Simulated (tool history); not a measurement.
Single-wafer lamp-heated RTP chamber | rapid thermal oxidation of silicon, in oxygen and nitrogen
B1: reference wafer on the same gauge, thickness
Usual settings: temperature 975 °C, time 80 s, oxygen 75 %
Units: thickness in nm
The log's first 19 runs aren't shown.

run 20 hour=228.8 | temperature=975 time=80 oxygen=61 | B1=5.159 | thickness=4.747
run 21 hour=239.4 | temperature=975 time=66 oxygen=67 | B1=5.141 | thickness=4.530
run 22 hour=256.6 | temperature=975 time=43 oxygen=75 | B1=5.152 | thickness=3.950
run 23 hour=273.3 | temperature=975 time=65 oxygen=75 | B1=5.152 | thickness=4.668
-- hour=276.9 gauge calibrated
-- hour=286.6 pyrometer window cleaned and pyrometer calibrated
run 24 hour=288.3 | temperature=947 time=80 oxygen=51 | B1=5.150 | thickness=3.707
run 25 hour=301.9 | temperature=957 time=110 oxygen=57 | B1=5.150 | thickness=4.700
run 26 hour=312.2 | temperature=959 time=80 oxygen=92 | B1=5.148 | thickness=4.855
run 27 hour=326.9 | temperature=975 time=80 oxygen=75 | B1=5.158 | thickness=5.056
run 28 hour=341.7 | temperature=975 time=80 oxygen=75 | B1=5.146 | thickness=5.099
run 29 hour=349.2 | temperature=945 time=80 oxygen=66 | B1=5.156 | thickness=3.939
run 30 hour=386.1 | temperature=975 time=99 oxygen=75 | B1=5.148 | thickness=5.598
run 31 hour=394.7 | temperature=975 time=80 oxygen=75 | B1=5.144 | thickness=5.069
run 32 hour=403.1 | temperature=975 time=80 oxygen=75 | B1=5.147 | thickness=5.086
run 33 hour=415.7 | temperature=975 time=80 oxygen=51 | B1=5.155 | thickness=4.485
run 34 hour=430.7 | temperature=975 time=59 oxygen=75 | B1=5.152 | thickness=4.470
run 35 hour=448.0 | temperature=975 time=80 oxygen=75 | B1=5.150 | thickness=5.095
run 36 hour=458.3 | temperature=998 time=80 oxygen=94 | B1=5.156 | thickness=6.541
run 37 hour=475.6 | temperature=955 time=80 oxygen=61 | B1=5.149 | thickness=4.131

Forecast each of these 5 alternatives for the next run:
run A hour=476.1 | temperature=975 time=80 oxygen=75 | B1=? | thickness=?
run B hour=476.1 | temperature=960 time=80 oxygen=75 | B1=? | thickness=?
run C hour=476.1 | temperature=984 time=99 oxygen=89 | B1=? | thickness=?
run D hour=476.1 | temperature=975 time=115 oxygen=75 | B1=? | thickness=?
run E hour=476.1 | temperature=990 time=57 oxygen=75 | B1=? | thickness=?

run=A B1=5.153 thickness=5.096
run=B B1=5.153 thickness=4.568
run=C B1=5.153 thickness=6.347
run=D B1=5.153 thickness=5.975
run=E B1=5.153 thickness=4.914
Without the tool's hidden state the same runs would have given:
run=A thickness=5.096
run=B thickness=4.568
run=C thickness=6.347
run=D thickness=5.975
run=E thickness=4.914
